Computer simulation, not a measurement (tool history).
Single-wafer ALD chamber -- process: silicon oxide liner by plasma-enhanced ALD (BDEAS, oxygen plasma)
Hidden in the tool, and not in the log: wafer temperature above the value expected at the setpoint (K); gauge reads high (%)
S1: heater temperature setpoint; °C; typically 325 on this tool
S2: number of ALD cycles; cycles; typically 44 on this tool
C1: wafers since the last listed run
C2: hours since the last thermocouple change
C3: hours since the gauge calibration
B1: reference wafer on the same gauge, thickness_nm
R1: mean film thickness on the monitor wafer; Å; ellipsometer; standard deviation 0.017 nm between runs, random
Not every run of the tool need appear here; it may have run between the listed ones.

run 1 hour=0.0 | S1=318 S2=44 | C1=0 C2=963.0 C3=241.1 | B1=4.633 | R1=39.61
run 2 hour=33.1 | S1=318 S2=44 | C1=264 C2=996.1 C3=274.2 | B1=4.627 | R1=39.85
run 3 hour=46.8 | S1=318 S2=44 | C1=109 C2=1009.8 C3=287.9 | B1=4.640 | R1=39.56
run 4 hour=74.1 | S1=325 S2=44 | C1=217 C2=1037.1 C3=315.2 | B1=4.620 | R1=39.44
run 5 hour=99.4 | S1=325 S2=49 | C1=201 C2=1062.4 C3=340.5 | B1=4.619 | R1=43.60
run 6 hour=133.3 | S1=325 S2=49 | C1=270 C2=1096.3 C3=374.4 | B1=4.608 | R1=44.01
run 7 hour=165.4 | S1=325 S2=49 | C1=256 C2=1128.4 C3=406.5 | B1=4.621 | R1=43.71
run 8 hour=182.2 | S1=325 S2=44 | C1=134 C2=1145.2 C3=423.3 | B1=4.614 | R1=39.22
run 9 hour=196.8 | S1=325 S2=44 | C1=116 C2=1159.8 C3=437.9 | B1=4.609 | R1=39.27
run 10 hour=219.3 | S1=325 S2=38 | C1=179 C2=1182.3 C3=460.4 | B1=4.613 | R1=33.90
run 11 hour=232.3 | S1=325 S2=38 | C1=103 C2=1195.3 C3=473.4 | B1=4.608 | R1=34.08
run 12 hour=245.4 | S1=325 S2=38 | C1=104 C2=1208.4 C3=486.5 | B1=4.599 | R1=33.80
run 13 hour=263.6 | S1=320 S2=44 | C1=145 C2=1226.6 C3=504.7 | B1=4.605 | R1=39.45
run 14 hour=284.9 | S1=320 S2=44 | C1=169 C2=1247.9 C3=526.0 | B1=4.602 | R1=39.51
run 15 hour=307.5 | S1=320 S2=44 | C1=180 C2=1270.5 C3=548.6 | B1=4.602 | R1=39.39
run 16 hour=324.8 | S1=325 S2=44 | C1=138 C2=1287.8 C3=565.9 | B1=4.599 | R1=39.17
run 17 hour=338.2 | S1=325 S2=44 | C1=106 C2=1301.2 C3=579.3 | B1=4.603 | R1=39.10
run 18 hour=370.6 | S1=325 S2=44 | C1=258 C2=1333.6 C3=611.7 | B1=4.606 | R1=39.01
run 19 hour=396.2 | S1=325 S2=44 | C1=204 C2=1359.2 C3=637.3 | B1=4.602 | R1=39.02
run 20 hour=414.0 | S1=325 S2=51 | C1=142 C2=1377.0 C3=655.1 | B1=4.593 | R1=45.27
run 21 hour=448.5 | S1=325 S2=51 | C1=275 C2=1411.5 C3=689.6 | B1=4.601 | R1=45.22
run 22 hour=469.7 | S1=325 S2=44 | C1=169 C2=1432.7 C3=710.8 | B1=4.606 | R1=39.16
-- hour=483.4 thermocouple changed; heater temperature recalibrated
run 23 hour=497.2 | S1=313 S2=44 | C1=155 C2=13.8 C3=738.3 | B1=4.589 | R1=39.59
run 24 hour=515.6 | S1=325 S2=37 | C1=146 C2=32.2 C3=756.7 | B1=4.603 | R1=33.02
run 25 hour=542.8 | S1=325 S2=44 | C1=217 C2=59.4 C3=783.9 | B1=4.595 | R1=38.95
run 26 hour=565.8 | S1=315 S2=49 | C1=183 C2=82.4 C3=806.9 | B1=4.593 | R1=44.16
run 27 hour=592.7 | S1=319 S2=49 | C1=214 C2=109.3 C3=833.8 | B1=4.592 | R1=43.79
-- hour=603.8 gauge calibrated
run 28 hour=619.9 | S1=325 S2=44 | C1=217 C2=136.5 C3=16.1 | B1=4.705 | R1=39.97
run 29 hour=655.4 | S1=325 S2=44 | C1=283 C2=172.0 C3=51.6 | B1=4.687 | R1=39.93
run 30 hour=672.2 | S1=333 S2=50 | C1=134 C2=188.8 C3=68.4 | B1=4.691 | R1=44.88
run 31 hour=756.7 | S1=325 S2=44 | C1=674 C2=273.3 C3=152.9 | B1=4.656 | R1=39.55
run 32 hour=783.8 | S1=325 S2=36 | C1=216 C2=300.4 C3=180.0 | B1=4.656 | R1=32.46
run 33 hour=808.5 | S1=325 S2=44 | C1=197 C2=325.1 C3=204.7 | B1=4.649 | R1=39.50
run 34 hour=823.0 | S1=325 S2=44 | C1=115 C2=339.6 C3=219.2 | B1=4.652 | R1=39.29
run 35 hour=836.8 | S1=332 S2=41 | C1=110 C2=353.4 C3=233.0 | B1=4.639 | R1=36.45
run 36 hour=865.6 | S1=333 S2=39 | C1=229 C2=382.2 C3=261.8 | B1=4.636 | R1=34.72
run 37 hour=885.6 | S1=325 S2=48 | C1=159 C2=402.2 C3=281.8 | B1=4.634 | R1=43.09
run 38 hour=916.2 | S1=339 S2=37 | C1=244 C2=432.8 C3=312.4 | B1=4.634 | R1=32.50
run 39 hour=948.1 | S1=325 S2=44 | C1=254 C2=464.7 C3=344.3 | B1=4.625 | R1=39.46
run 40 hour=979.7 | S1=325 S2=42 | C1=252 C2=496.3 C3=375.9 | B1=4.621 | R1=37.43
run 41 hour=998.2 | S1=317 S2=44 | C1=147 C2=514.8 C3=394.4 | B1=4.614 | R1=39.80
run 42 hour=1015.3 | S1=325 S2=41 | C1=136 C2=531.9 C3=411.5 | B1=4.616 | R1=36.58
run 43 hour=1036.0 | S1=325 S2=44 | C1=165 C2=552.6 C3=432.2 | B1=4.619 | R1=39.51
run 44 hour=1066.0 | S1=314 S2=44 | C1=239 C2=582.6 C3=462.2 | B1=4.610 | R1=39.40

Entry by entry between the runs, the difference in hidden state between the last listed run before and the first listed run after:
Between runs 22 and 23: thermocouple changed; heater temperature recalibrated (hour 483.4)
  gauge reads high (%): -2.57 -> -2.58
  measured result minus the result with no hidden state, R1: -1.04 -> -1.05 Å
Between runs 27 and 28: gauge calibrated (hour 603.8)
  gauge reads high (%): -2.63 -> -0.273
  measured result minus the result with no hidden state, R1: -1.19 -> -0.11 Å
